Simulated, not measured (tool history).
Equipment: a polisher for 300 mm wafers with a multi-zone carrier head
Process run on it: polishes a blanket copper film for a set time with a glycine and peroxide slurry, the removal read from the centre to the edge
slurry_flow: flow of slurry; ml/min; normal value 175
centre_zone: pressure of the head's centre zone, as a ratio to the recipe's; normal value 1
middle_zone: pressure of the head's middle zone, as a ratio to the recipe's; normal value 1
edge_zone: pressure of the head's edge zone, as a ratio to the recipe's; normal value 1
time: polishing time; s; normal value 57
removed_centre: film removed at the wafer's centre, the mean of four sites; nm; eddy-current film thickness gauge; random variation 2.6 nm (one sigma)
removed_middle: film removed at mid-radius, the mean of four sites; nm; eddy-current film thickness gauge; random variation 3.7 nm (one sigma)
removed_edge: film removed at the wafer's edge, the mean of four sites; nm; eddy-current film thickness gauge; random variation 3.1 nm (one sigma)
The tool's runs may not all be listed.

| run | hour | slurry_flow | centre_zone | middle_zone | edge_zone | time | incoming thickness of the incoming film, nm | removed_centre | removed_middle | removed_edge |
|---|---|---|---|---|---|---|---|---|---|---|
| 1 | 0 | 175 | 1 | 1 | 1 | 57 | 949 | 270.5 | 286.3 | 270.5 |
| 2 | 62.2 | 175 | 1 | 1 | 1 | 57 | 976 | 272.3 | 282.1 | 280.7 |
|  | 138.8 | edge zone pressure recalibrated |
| 3 | 162.3 | 175 | 1 | 1 | 1 | 57 | 966.4 | 273.6 | 277.1 | 280.6 |
| 4 | 237.1 | 175 | 1 | 1 | 1 | 57 | 937.5 | 274.5 | 281.5 | 278.6 |
| 5 | 417.1 | 175 | 1 | 1 | 1 | 57 | 949 | 263.6 | 281 | 276.4 |
|  | 432 | slurry nozzle cleaned |
| 6 | 458.4 | 225 | 1 | 0.93 | 1 | 57 | 967.5 | 282.4 | 280 | 281.6 |
| 7 | 501.8 | 120 | 1 | 1 | 1.03 | 57 | 972.1 | 250.9 | 267 | 262.7 |
|  | 524.9 | worn pad replaced by a new one |
| 8 | 600 | 175 | 0.94 | 1 | 1 | 57 | 955.3 | 255.1 | 282.8 | 278.8 |
|  | 661.4 | centre zone pressure recalibrated |
| 9 | 675.8 | 175 | 1 | 1 | 0.96 | 57 | 958.3 | 278.1 | 279.5 | 272 |
| 10 | 762 | 175 | 1 | 1 | 1 | 57 | 965.7 | 276.9 | 277.9 | 282.4 |
| 11 | 841.3 | 175 | 1 | 1 | 1 | 49 | 941.9 | 241.1 | 241.4 | 244.1 |
|  | 894 | carrier head's membrane replaced by a new one |
| 12 | 894.5 | 175 | 1 | 1 | 1 | 57 | 964.2 | 276.9 | 274.5 | 270.7 |
| 13 | 990.6 | 235 | 1 | 1 | 1 | 57 | 956.9 | 288.4 | 287.5 | 283.8 |
|  | 1078.8 | worn pad replaced by a new one |
| 14 | 1087.7 | 175 | 1 | 1 | 1 | 57 | 969.1 | 275.8 | 280.5 | 282.9 |
|  | 1138.9 | edge zone pressure recalibrated |
| 15 | 1139.4 | 175 | 1.05 | 1 | 1.04 | 57 | 962.4 | 285.5 | 283.4 | 285.6 |
|  | 1170.7 | slurry nozzle cleaned |
| 16 | 1188.2 | 175 | 1 | 1 | 1 | 57 | 964 | 273.6 | 275.6 | 275.4 |
| 17 | 1225.6 | 175 | 1.07 | 1.07 | 1 | 57 | 952.1 | 293.2 | 298.4 | 276.6 |
| 18 | 1317.8 | 175 | 1.03 | 1 | 0.9 | 57 | 961.2 | 280.9 | 282.5 | 264.1 |
| 19 | 1358 | 140 | 0.9 | 1.11 | 0.89 | 57 | 950.9 | 246.5 | 293.3 | 256.9 |
| 20 | 1425.6 | 175 | 1 | 1 | 1 | 68 | 952.4 | 324.1 | 333.1 | 334.4 |
| 21 | 1490.9 | 175 | 1 | 1.05 | 1 | 72 | 945.6 | 344.7 | 360.4 | 343.1 |
| 22 | 1535 | 175 | 1 | 1 | 1 | 57 | 976.2 | 270.5 | 278.3 | 278.8 |
|  | 1632.6 | worn pad replaced by a new one |
| 23 | 1633.1 | 120 | 1.04 | 1 | 1 | 57 | 961.6 | 260.7 | 264.3 | 266.7 |

Each row is a separate what-if for the run after 23, all from the same tool condition, not one after another. Results?
| A | 1633.5 | 230 | 1 | 1 | 1 | 57 | 947.7 | ? | ? | ? |
| B | 1633.5 | 175 | 1.1 | 1 | 1 | 57 | 947.7 | ? | ? | ? |
| C | 1633.5 | 175 | 1 | 1 | 0.95 | 51 | 947.7 | ? | ? | ? |

| run | removed_centre | removed_middle | removed_edge |
|---|---|---|---|
| A | 278 | 287 | 281.3 |
| B | 287 | 276.9 | 274 |
| C | 239.1 | 247.9 | 239.2 |
What these runs would have given with no unlogged condition in the tool:
| run | removed_centre | removed_middle | removed_edge |
|---|---|---|---|
| A | 285.2 | 287 | 281.3 |
| B | 294.4 | 276.9 | 274 |
| C | 245.3 | 247.8 | 239.2 |

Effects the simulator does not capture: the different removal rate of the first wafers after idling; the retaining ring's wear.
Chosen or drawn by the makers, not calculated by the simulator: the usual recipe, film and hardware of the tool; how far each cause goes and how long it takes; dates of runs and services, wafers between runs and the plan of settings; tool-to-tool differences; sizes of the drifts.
